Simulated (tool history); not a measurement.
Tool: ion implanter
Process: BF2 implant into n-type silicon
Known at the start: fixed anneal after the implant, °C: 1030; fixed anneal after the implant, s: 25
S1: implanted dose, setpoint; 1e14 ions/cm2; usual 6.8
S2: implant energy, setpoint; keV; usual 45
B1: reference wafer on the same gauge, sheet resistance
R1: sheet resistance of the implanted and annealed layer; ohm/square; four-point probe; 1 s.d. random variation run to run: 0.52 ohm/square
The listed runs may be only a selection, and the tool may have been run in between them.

run   hour    S1    S2      B1      R1
  1      0  8.08    45   190.2  156.81
  2   12.2   6.8  52.5  189.96  180.52
  3   47.4   6.8  52.5  189.69  178.94
  4   75.5  8.38    45  189.54  151.54
  5   94.5  8.38    45   189.5  151.97
  6  121.3  8.38    45  189.28  152.02
  7  146.6   6.8    45  189.15  180.03
     163.1  -- extraction supply calibrated
  8  168.3   6.8  53.5  188.91  178.59
  9  192.5   6.8  53.5  188.74  177.64
 10  223.7  7.67    45  188.48  162.97
 11  259.7  7.67    45  187.96  161.24
 12    272   6.8    41  187.98  181.84
 13  295.1   6.8    45  187.84  179.67
 14  320.6  7.59    39  187.54  166.24
 15  334.2   6.8    45  187.36  179.14
 16  353.3  6.02    45  186.96   199.4
 17  371.8  8.14    53  186.96   150.5
     401.4  -- Faraday cup replaced and dose calibrated
 18  406.7  5.54    50  186.53  211.77
 19  418.8  6.22    33  186.46  199.82
 20  453.8   6.8  54.5  186.03  175.54
 21  471.1   6.8    45  185.74  178.34
     476.7  -- gauge calibrated
 22  503.7   6.8    45  191.87  183.93
 23  525.6  6.03    57  191.74  201.13
 24  540.3   6.8    45  191.81   184.1
 25  648.3  7.53    56  191.59  164.85
 26  661.5  5.96  32.5  191.58  213.57
 27  679.8  7.83    37  191.48  166.17
 28  698.6   6.8  52.5  191.53  180.51
 29  728.2  8.32  54.5  191.43  151.17
 30  741.9   8.8  55.5  191.22  144.37
 31  765.6   6.8    45  191.18  182.83
 32  778.5  5.67    56   191.1  210.81
 33  800.8   6.8    60   191.1  177.98
 34  823.9  5.09    59  190.81  230.94
 35  852.4  7.94  38.5  190.81  163.28
 36  874.5   6.8    45  190.68  182.63
 37  903.5   6.8  35.5  190.38   186.6

Exercise: give the hidden state of the tool at every run:
deviation of the true dose from the Faraday cup's reading, %: 0 across all the runs
deviation of the true energy from its setpoint, %: 0 across all the runs
H1: gauge reads high (%)
run       H1
  1    -1.02
  2    -1.06
  3    -1.17
  4    -1.26
  5    -1.32
  6    -1.42
  7    -1.52
  8    -1.61
  9    -1.72
 10    -1.86
 11    -2.03
 12    -2.09
 13    -2.21
 14    -2.35
 15    -2.43
 16    -2.53
 17    -2.64
 18    -2.85
 19    -2.93
 20    -3.16
 21    -3.27
 22   -0.075
 23   -0.082
 24  -0.0889
 25   -0.196
 26   -0.215
 27   -0.245
 28   -0.279
 29   -0.338
 30   -0.367
 31   -0.423
 32   -0.455
 33   -0.513
 34   -0.579
 35   -0.665
 36   -0.737
 37   -0.837

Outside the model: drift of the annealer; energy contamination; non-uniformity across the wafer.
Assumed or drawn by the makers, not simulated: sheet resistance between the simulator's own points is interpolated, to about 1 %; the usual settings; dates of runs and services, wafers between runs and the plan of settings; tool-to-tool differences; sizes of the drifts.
